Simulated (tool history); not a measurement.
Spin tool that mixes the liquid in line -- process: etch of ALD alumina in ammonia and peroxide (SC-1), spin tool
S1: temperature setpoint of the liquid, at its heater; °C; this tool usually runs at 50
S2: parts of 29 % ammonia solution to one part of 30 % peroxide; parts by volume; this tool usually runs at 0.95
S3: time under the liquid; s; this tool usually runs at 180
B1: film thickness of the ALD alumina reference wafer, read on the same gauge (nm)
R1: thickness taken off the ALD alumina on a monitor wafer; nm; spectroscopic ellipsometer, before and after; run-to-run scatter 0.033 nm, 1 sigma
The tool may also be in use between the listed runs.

run 1 hour=0 | S1=50 S2=0.95 S3=180 | B1=40.01 | R1=9.27
-- hour=3.5 thermometer replaced
run 2 hour=8.2 | S1=50 S2=0.95 S3=180 | B1=39.97 | R1=9.26
run 3 hour=20.3 | S1=50 S2=1.2 S3=85 | B1=39.98 | R1=4.49
run 4 hour=30.9 | S1=50 S2=1.1 S3=80 | B1=39.98 | R1=4.17
-- hour=32.3 new drum of ammonia solution connected
run 5 hour=37.4 | S1=50 S2=0.55 S3=80 | B1=40.03 | R1=3.98
run 6 hour=47 | S1=46 S2=1.1 S3=265 | B1=40.04 | R1=11.2
run 7 hour=57.2 | S1=50 S2=0.95 S3=180 | B1=39.97 | R1=9.45
run 8 hour=72.7 | S1=57.5 S2=1.2 S3=120 | B1=39.99 | R1=9.6
run 9 hour=84.9 | S1=50 S2=0.95 S3=180 | B1=39.99 | R1=9.36
-- hour=98.3 heated supply line repaired
run 10 hour=98.8 | S1=52.5 S2=1.15 S3=265 | B1=40.06 | R1=16.17
run 11 hour=114 | S1=50 S2=0.95 S3=180 | B1=40.02 | R1=9.37
run 12 hour=120.5 | S1=50 S2=0.55 S3=80 | B1=39.99 | R1=3.96
run 13 hour=135.9 | S1=50 S2=0.95 S3=120 | B1=40.03 | R1=6.21
-- hour=136.3 gauge calibrated
run 14 hour=148.7 | S1=40.5 S2=1.2 S3=110 | B1=39.97 | R1=3.41
run 15 hour=156.4 | S1=50 S2=1.2 S3=130 | B1=40.03 | R1=6.95
run 16 hour=168.6 | S1=50 S2=1.2 S3=180 | B1=39.98 | R1=9.59
run 17 hour=179 | S1=57.5 S2=0.95 S3=180 | B1=40 | R1=14.03
-- hour=185.8 ammonia flow meter replaced
run 18 hour=223.3 | S1=50 S2=0.95 S3=180 | B1=39.98 | R1=9.37
run 19 hour=232.1 | S1=47 S2=0.95 S3=180 | B1=39.99 | R1=7.99
run 20 hour=241 | S1=50 S2=0.8 S3=75 | B1=39.99 | R1=3.84
run 21 hour=256.8 | S1=50 S2=0.95 S3=70 | B1=40 | R1=3.63
run 22 hour=267.2 | S1=44.5 S2=0.95 S3=270 | B1=40.03 | R1=10.29
-- hour=270.4 new drum of ammonia solution connected
run 23 hour=281.5 | S1=50 S2=0.95 S3=180 | B1=39.97 | R1=9.44
run 24 hour=292.6 | S1=50 S2=1.2 S3=235 | B1=39.98 | R1=12.51
run 25 hour=304.5 | S1=47.5 S2=0.95 S3=180 | B1=40.03 | R1=8.16
run 26 hour=320.5 | S1=45 S2=0.75 S3=260 | B1=39.98 | R1=10.08

A few steps of R1 between consecutive runs. Split each: what settings, incoming material and random variation would produce without the hidden state, and what is left over for the hidden state, along with gauge scatter present in only one of the two compared results (measured, and without hidden state):
The tool's hidden condition here consists of: liquid colder than its thermometer reads (K); ammonia flow below the setpoint (%); temperature lost on the way to the wafer (K); ammonia solution weaker than its label (%); gauge reads high (%).
Run 5 -> 6: S1 50 -> 46, S2 0.55 -> 1.1, S3 80 -> 265. R1 +7.22 nm: hidden state -0.01, all else +7.23.
Run 9 -> 10: S1 50 -> 52.5, S2 0.95 -> 1.15, S3 180 -> 265, heated supply line repaired. R1 +6.81 nm: hidden state -0.02, all else +6.83.
Run 21 -> 22: S1 50 -> 44.5, S3 70 -> 270. R1 +6.66 nm: hidden state -0.08, all else +6.74.
Run 22 -> 23: S1 44.5 -> 50, S3 270 -> 180, new drum of ammonia solution connected. R1 -0.85 nm: hidden state +0.1, all else -0.95.

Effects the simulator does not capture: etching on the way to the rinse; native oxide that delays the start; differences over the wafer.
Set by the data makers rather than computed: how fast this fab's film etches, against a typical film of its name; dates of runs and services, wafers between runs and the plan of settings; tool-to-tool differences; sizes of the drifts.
